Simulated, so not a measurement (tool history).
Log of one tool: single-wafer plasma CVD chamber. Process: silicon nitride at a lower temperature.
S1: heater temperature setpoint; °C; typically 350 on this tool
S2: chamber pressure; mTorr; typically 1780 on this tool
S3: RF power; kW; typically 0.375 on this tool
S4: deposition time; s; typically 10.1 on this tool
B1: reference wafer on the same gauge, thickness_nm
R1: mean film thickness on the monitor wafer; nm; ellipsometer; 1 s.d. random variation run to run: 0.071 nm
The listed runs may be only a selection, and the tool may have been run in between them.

run    hour   S1    S2     S3    S4      B1      R1
  1     0.0  344  1780  0.405  10.1  11.997  14.226
  2    61.9  344  1780  0.405  10.1  12.016  14.278
  3   142.2  350  1780  0.375  10.1  12.017  13.666
      259.9  -- thermocouple changed; heater temperature recalibrated
  4   372.3  350  1780  0.375  10.1  11.996  13.727
  5   444.5  339  1780  0.375  10.1  12.001  13.809
  6   490.8  339  1780  0.375  10.1  12.004  13.863
      564.1  -- gauge calibrated
  7   596.5  339  1780  0.375  10.1  12.002  13.639
  8   663.0  350  1780  0.420  10.1  12.001  14.421
  9   976.7  350  1780  0.420  10.1  11.998  14.347
 10  1025.8  350  1780  0.405  10.1  12.009  14.061
 11  1086.6  345  1780  0.430  10.1  11.989  14.471
 12  1191.4  350  1780  0.420  10.1  11.996  14.115
     1224.6  -- RF generator calibrated
 13  1295.7  341  1780  0.375  10.1  12.001  14.109
     1335.8  -- thermocouple changed; heater temperature recalibrated
 14  1393.5  350  2090  0.375  10.1  11.980  14.499
     1427.2  -- capacitance manometer re-zeroed and calibrated
 15  1429.7  350  1780  0.375  10.1  12.010  13.902
 16  1495.4  350  1980  0.345  10.1  11.995  13.963
     1587.7  -- showerhead replaced
 17  1588.2  340  2000  0.345   9.2  11.992  12.651
     1601.3  -- gauge calibrated
 18  1654.6  350  2130  0.430  10.1  11.991  15.191
 19  1727.1  355  2170  0.300  11.2  12.001  14.660
 20  1824.7  350  1780  0.375  10.1  11.979  13.721
 21  1881.5  350  2090  0.375  10.1  12.014  14.472
 22  1996.3  350  1780  0.420  10.1  11.995  14.489
 23  2073.7  350  1780  0.320  10.7  11.988  13.733

Hidden state or all else? Some run-to-run changes of R1, split into what the settings, what came in and random variation would give without the hidden state, and what is left for the hidden state (with any gauge scatter that isn't in both results):
Unlogged tool condition in this case: wafer temperature above the value expected at the setpoint (K); delivered RF power above the setpoint (%); true pressure above the setpoint (%); gauge reads high (%).
Run 12 -> 13: S1 350 -> 341, S3 0.420 -> 0.375, RF generator calibrated. R1 -0.006 nm: hidden state +0.412, all else -0.418.
Run 13 -> 14: S1 341 -> 350, S2 1780 -> 2090, thermocouple changed; heater temperature recalibrated. R1 +0.390 nm: hidden state -0.063, all else +0.453.
Run 16 -> 17: S1 350 -> 340, S2 1980 -> 2000, S4 10.1 -> 9.2, showerhead replaced. R1 -1.312 nm: hidden state -0.022, all else -1.290.
Run 17 -> 18: S1 340 -> 350, S2 2000 -> 2130, S3 0.345 -> 0.430, S4 9.2 -> 10.1, gauge calibrated. R1 +2.540 nm: hidden state -0.051, all else +2.591.
